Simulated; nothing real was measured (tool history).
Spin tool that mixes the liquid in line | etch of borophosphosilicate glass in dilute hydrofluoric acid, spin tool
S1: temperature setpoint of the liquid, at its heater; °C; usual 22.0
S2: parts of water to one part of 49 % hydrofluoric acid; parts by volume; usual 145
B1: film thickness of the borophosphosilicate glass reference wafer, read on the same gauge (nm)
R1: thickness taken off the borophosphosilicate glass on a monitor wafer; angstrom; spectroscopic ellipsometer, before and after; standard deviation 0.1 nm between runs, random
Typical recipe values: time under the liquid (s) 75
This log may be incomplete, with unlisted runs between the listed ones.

{"run": 1, "day": 0.0, "S1": 22.0, "S2": 145, "time under the liquid (s)": 110, "B1": 50.0, "R1": 365.7}
{"run": 2, "day": 3.846, "S1": 22.0, "S2": 145, "time under the liquid (s)": 110, "B1": 50.01, "R1": 365.7}
{"run": 3, "day": 7.629, "S1": 22.0, "S2": 145, "time under the liquid (s)": 110, "B1": 50.01, "R1": 366.1}
{"run": 4, "day": 12.083, "S1": 22.0, "S2": 145, "time under the liquid (s)": 65, "B1": 49.99, "R1": 215.6}
{"day": 13.4, "done": "hydrofluoric acid flow meter replaced"}
{"run": 5, "day": 13.862, "S1": 22.0, "S2": 145, "time under the liquid (s)": 65, "B1": 49.98, "R1": 218.9}
{"run": 6, "day": 15.942, "S1": 22.0, "S2": 145, "time under the liquid (s)": 65, "B1": 50.02, "R1": 217.2}
{"run": 7, "day": 19.171, "S1": 22.0, "S2": 145, "time under the liquid (s)": 75, "B1": 49.99, "R1": 251.3}
{"run": 8, "day": 21.296, "S1": 22.0, "S2": 145, "time under the liquid (s)": 75, "B1": 49.98, "R1": 252.4}
{"run": 9, "day": 23.788, "S1": 20.5, "S2": 145, "time under the liquid (s)": 75, "B1": 50.05, "R1": 238.7}
{"day": 24.392, "done": "gauge calibrated"}
{"run": 10, "day": 26.921, "S1": 25.5, "S2": 185, "time under the liquid (s)": 60, "B1": 49.98, "R1": 175.0}
{"day": 29.862, "done": "thermometer replaced"}
{"run": 11, "day": 30.492, "S1": 22.0, "S2": 145, "time under the liquid (s)": 65, "B1": 50.0, "R1": 231.5}
{"run": 12, "day": 33.208, "S1": 22.0, "S2": 145, "time under the liquid (s)": 60, "B1": 50.03, "R1": 214.9}
{"run": 13, "day": 35.108, "S1": 22.0, "S2": 210, "time under the liquid (s)": 40, "B1": 49.99, "R1": 91.6}
{"day": 36.175, "done": "thermometer replaced, repeated, since the last time left the tool worse"}
{"run": 14, "day": 37.492, "S1": 22.0, "S2": 145, "time under the liquid (s)": 75, "B1": 49.98, "R1": 237.9}
{"run": 15, "day": 40.588, "S1": 22.0, "S2": 205, "time under the liquid (s)": 75, "B1": 50.02, "R1": 158.0}
{"run": 16, "day": 43.475, "S1": 22.0, "S2": 145, "time under the liquid (s)": 45, "B1": 50.05, "R1": 143.4}

Exercise: give the hidden state of the tool at every run:
hydrofluoric acid flow above the setpoint (%): 0 on each run
gauge reads high (%): 0 on each run
H1: liquid hotter than its thermometer reads (K)
run=1 H1=1.32
run=2 H1=1.39
run=3 H1=1.46
run=4 H1=1.54
run=5 H1=1.58
run=6 H1=1.61
run=7 H1=1.67
run=8 H1=1.71
run=9 H1=1.76
run=10 H1=1.81
run=11 H1=3.15
run=12 H1=3.2
run=13 H1=3.23
run=14 H1=0.0695
run=15 H1=0.126
run=16 H1=0.178
